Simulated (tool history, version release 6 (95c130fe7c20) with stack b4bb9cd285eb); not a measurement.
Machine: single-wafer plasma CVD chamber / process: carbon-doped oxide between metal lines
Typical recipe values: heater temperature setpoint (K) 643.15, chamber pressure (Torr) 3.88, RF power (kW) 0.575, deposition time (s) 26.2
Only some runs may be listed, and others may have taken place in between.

run	day	heater temperature setpoint (K)	chamber pressure (Torr)	RF power (kW)	deposition time (s)	read-back reference wafer on the same gauge, thickness_nm	mean film thickness on the monitor wafer (Å)
1	0	643.15	3.88	0.575	26.2	122.042	1166.1
2	0.733	643.15	3.88	0.575	26.2	121.973	1158.73
3	1.975	643.15	3.88	0.575	26.2	121.982	1158.91
4	2.933	643.15	3.88	0.575	26.2	122.044	1159.96
# day 3.762: capacitance manometer re-zeroed and calibrated
5	4.304	643.15	3.88	0.575	27.9	121.996	1233.75
6	5.512	643.15	3.88	0.575	27.9	122.087	1234.65
7	6.646	643.15	3.88	0.575	27.9	121.967	1228.98
8	7.658	643.15	3.88	0.575	26.2	122.066	1155.38
9	8.9	643.15	3.88	0.575	26.2	121.963	1157.51
10	9.862	643.15	3.88	0.575	27.5	122.009	1208.63
# day 9.979: gauge calibrated
11	11.1	643.15	3.88	0.575	27.6	121.963	1218.02
12	13.838	643.15	3.88	0.575	26.2	122.063	1149.4
# day 14.908: showerhead replaced
13	14.988	643.15	3.88	0.67	23.5	121.963	1144.97
# day 17.242: thermocouple changed; heater temperature recalibrated
14	17.262	643.15	3.88	0.515	26.2	121.989	1069.46
# day 18.204: RF generator calibrated
15	18.225	643.15	3.88	0.575	26.2	121.9	1216.31
16	19.133	637.15	3.88	0.645	26.2	122.018	1331.72
17	20.246	643.15	3.27	0.575	28.7	122.064	1314.43
18	21.154	643.15	3.53	0.575	24.6	122.008	1131.25
19	22.05	643.15	4.45	0.575	26.2	121.953	1238.99
20	23.512	630.15	2.97	0.575	26.2	122.042	1223.65
21	24.188	629.15	4.68	0.495	28.9	121.994	1276.68
22	24.746	643.15	3.88	0.575	23.9	121.998	1111.55
23	25.783	643.15	3.88	0.575	26.2	122.039	1214.53
24	26.742	643.15	4.45	0.575	26.2	122.002	1239.48
25	27.533	643.15	3.88	0.575	26.2	122.011	1210.65
26	29.017	643.15	3.88	0.465	26.2	121.971	1048.04
27	30.479	643.15	3.88	0.575	26.2	122.011	1213.87
28	31.462	643.15	3.88	0.575	26.2	122.036	1216.4

Predict each of these 4 candidate next runs independently; none follows another, all start after run 28:
A	31.479	643.15	3.88	0.575	26.2	?	?
B	31.479	649.15	3.88	0.575	26.2	?	?
C	31.479	643.15	4.26	0.575	28.4	?	?
D	31.479	632.15	3.88	0.525	26.2	?	?

run	read-back reference wafer on the same gauge, thickness_nm	mean film thickness on the monitor wafer (Å)
A	122.009	1209.11
B	122.009	1194.93
C	122.009	1325.4
D	122.009	1163.83
Without the tool's unlogged condition, the same runs would have read:
run	mean film thickness on the monitor wafer (Å)
A	1220.59
B	1206.28
C	1337.99
D	1175.2
